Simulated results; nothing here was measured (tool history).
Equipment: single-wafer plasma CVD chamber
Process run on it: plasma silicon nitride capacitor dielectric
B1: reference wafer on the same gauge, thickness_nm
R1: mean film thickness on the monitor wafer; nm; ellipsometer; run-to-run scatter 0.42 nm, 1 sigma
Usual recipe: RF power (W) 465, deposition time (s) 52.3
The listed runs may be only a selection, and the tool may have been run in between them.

{"run": 1, "hour": 0.0, "RF power (W)": 465, "deposition time (s)": 52.3, "B1": 81.796, "R1": 75.448}
{"run": 2, "hour": 104.2, "RF power (W)": 465, "deposition time (s)": 52.3, "B1": 81.831, "R1": 75.55}
{"hour": 127.5, "done": "gauge calibrated"}
{"run": 3, "hour": 211.4, "RF power (W)": 465, "deposition time (s)": 52.3, "B1": 81.913, "R1": 75.914}
{"run": 4, "hour": 280.4, "RF power (W)": 465, "deposition time (s)": 52.3, "B1": 81.486, "R1": 75.531}
{"run": 5, "hour": 344.4, "RF power (W)": 465, "deposition time (s)": 52.3, "B1": 81.804, "R1": 75.947}
{"run": 6, "hour": 421.4, "RF power (W)": 465, "deposition time (s)": 56.3, "B1": 81.811, "R1": 81.884}
{"run": 7, "hour": 492.2, "RF power (W)": 465, "deposition time (s)": 56.3, "B1": 81.783, "R1": 82.038}
{"run": 8, "hour": 543.9, "RF power (W)": 465, "deposition time (s)": 52.3, "B1": 81.527, "R1": 75.932}
{"run": 9, "hour": 639.7, "RF power (W)": 465, "deposition time (s)": 52.3, "B1": 81.427, "R1": 74.741}
{"run": 10, "hour": 702.9, "RF power (W)": 465, "deposition time (s)": 52.3, "B1": 81.782, "R1": 74.608}
{"run": 11, "hour": 749.0, "RF power (W)": 495, "deposition time (s)": 43.2, "B1": 81.616, "R1": 63.669}
{"run": 12, "hour": 819.5, "RF power (W)": 515, "deposition time (s)": 55.6, "B1": 81.649, "R1": 81.504}
{"run": 13, "hour": 882.6, "RF power (W)": 465, "deposition time (s)": 58.9, "B1": 81.766, "R1": 84.275}
{"run": 14, "hour": 961.3, "RF power (W)": 465, "deposition time (s)": 52.3, "B1": 81.593, "R1": 74.897}
{"run": 15, "hour": 1018.0, "RF power (W)": 510, "deposition time (s)": 45.7, "B1": 82.032, "R1": 67.341}
{"hour": 1038.2, "done": "showerhead replaced"}
{"run": 16, "hour": 1073.3, "RF power (W)": 465, "deposition time (s)": 52.3, "B1": 81.786, "R1": 74.197}
{"hour": 1078.0, "done": "gauge calibrated"}
{"hour": 1250.9, "done": "RF generator calibrated"}
{"run": 17, "hour": 1340.1, "RF power (W)": 465, "deposition time (s)": 55.8, "B1": 81.947, "R1": 81.712}
{"run": 18, "hour": 1382.3, "RF power (W)": 545, "deposition time (s)": 43.5, "B1": 81.617, "R1": 67.341}
{"run": 19, "hour": 1633.2, "RF power (W)": 465, "deposition time (s)": 52.3, "B1": 81.985, "R1": 75.893}
{"run": 20, "hour": 1679.2, "RF power (W)": 495, "deposition time (s)": 57.8, "B1": 81.819, "R1": 85.855}
{"run": 21, "hour": 1761.4, "RF power (W)": 390, "deposition time (s)": 49, "B1": 81.671, "R1": 67.565}

Here are 4 independent what-if runs from the current tool condition. What would each one return?
{"run": "A", "hour": 1761.8, "RF power (W)": 465, "deposition time (s)": 47.5, "B1": "?", "R1": "?"}
{"run": "B", "hour": 1761.8, "RF power (W)": 425, "deposition time (s)": 44.5, "B1": "?", "R1": "?"}
{"run": "C", "hour": 1761.8, "RF power (W)": 495, "deposition time (s)": 59.5, "B1": "?", "R1": "?"}
{"run": "D", "hour": 1761.8, "RF power (W)": 465, "deposition time (s)": 59.2, "B1": "?", "R1": "?"}

run=A B1=81.577 R1=69.773
run=B B1=81.577 R1=63.307
run=C B1=81.577 R1=89.34
run=D B1=81.577 R1=86.959
Without the tool's unlogged condition, the same runs would have read:
run=A R1=70.073
run=B R1=63.579
run=C R1=89.724
run=D R1=87.333

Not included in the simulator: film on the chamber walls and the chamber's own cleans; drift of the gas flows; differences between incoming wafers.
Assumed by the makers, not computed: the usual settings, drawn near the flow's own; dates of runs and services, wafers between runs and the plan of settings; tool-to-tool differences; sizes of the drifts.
